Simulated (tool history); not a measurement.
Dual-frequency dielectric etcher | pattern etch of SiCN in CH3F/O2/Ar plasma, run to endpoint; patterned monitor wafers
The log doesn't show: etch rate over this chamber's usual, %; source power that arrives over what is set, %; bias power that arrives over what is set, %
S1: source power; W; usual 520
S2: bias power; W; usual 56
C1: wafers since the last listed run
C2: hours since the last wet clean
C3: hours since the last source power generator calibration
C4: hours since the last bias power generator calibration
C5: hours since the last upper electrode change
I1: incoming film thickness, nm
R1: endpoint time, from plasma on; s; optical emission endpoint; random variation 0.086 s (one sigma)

run,hour,S1,S2,C1,C2,C3,C4,C5,I1,R1
1,0,520,56,0,197.3,3350.7,1890.4,1818.5,7.03,17.9
2,21.7,520,56,204,219,3372.4,1912.1,1840.2,6.98,17.8
3,51.2,520,56,278,248.5,3401.9,1941.6,1869.7,7.05,18
4,64.6,520,56,126,261.9,3415.3,1955,1883.1,6.98,17.7
5,163.9,520,56,937,361.2,3514.6,2054.3,1982.4,7.05,17.7
6,187.6,520,56,223,384.9,3538.3,2078,2006.1,7.04,17.9
7,223.4,580,56,338,420.7,3574.1,2113.8,2041.9,7.02,17
# hour 278.5: wet clean of the chamber
8,279,580,56,298,0.5,3629.7,2169.4,2097.5,6.93,18.8
9,279.3,520,56,2,0.8,3630,2169.7,2097.8,6.96,19.5
10,285.3,520,56,56,6.8,3636,2175.7,2103.8,7,19.7
# hour 359.2: upper electrode replaced
11,359.7,480,64,475,81.2,3710.4,2250.1,0.5,7.06,19.5
12,360,580,46,2,81.5,3710.7,2250.4,0.8,7,20
# hour 383.5: source power generator calibrated
# hour 396.8: wet clean of the chamber, repeated, since the last time left the tool worse
13,397.3,650,65,189,0.5,13.8,2287.7,38.1,7.01,16.2
14,401.9,440,61,43,5.1,18.4,2292.3,42.7,7.04,19.1
15,415.1,460,65,124,18.3,31.6,2305.5,55.9,7.01,18.3
16,429.8,520,56,138,33,46.3,2320.2,70.6,7.02,18.5
17,445.3,580,46,146,48.5,61.8,2335.7,86.1,6.99,18.6
# hour 461.7: bias power generator calibrated
18,540.8,420,47,864,144,157.3,79.1,181.6,6.97,20.6
19,573.8,520,56,311,177,190.3,112.1,214.6,6.98,18
20,599.7,600,46,244,202.9,216.2,138,240.5,7.02,18.2
21,634.6,420,56,329,237.8,251.1,172.9,275.4,6.99,19.2

The tool's hidden state at each run:
source power that arrives over what is set, %: 0 in every run
bias power that arrives over what is set, %: 0 in every run
H1: etch rate over this chamber's usual, %
run,H1
1,2.16
2,2.35
3,2.62
4,2.74
5,3.63
6,3.84
7,4.16
8,-6.9
9,-6.9
10,-6.85
11,-6.18
12,-6.18
13,-0.538
14,-0.497
15,-0.379
16,-0.248
17,-0.109
18,0.745
19,1.04
20,1.27
21,1.58
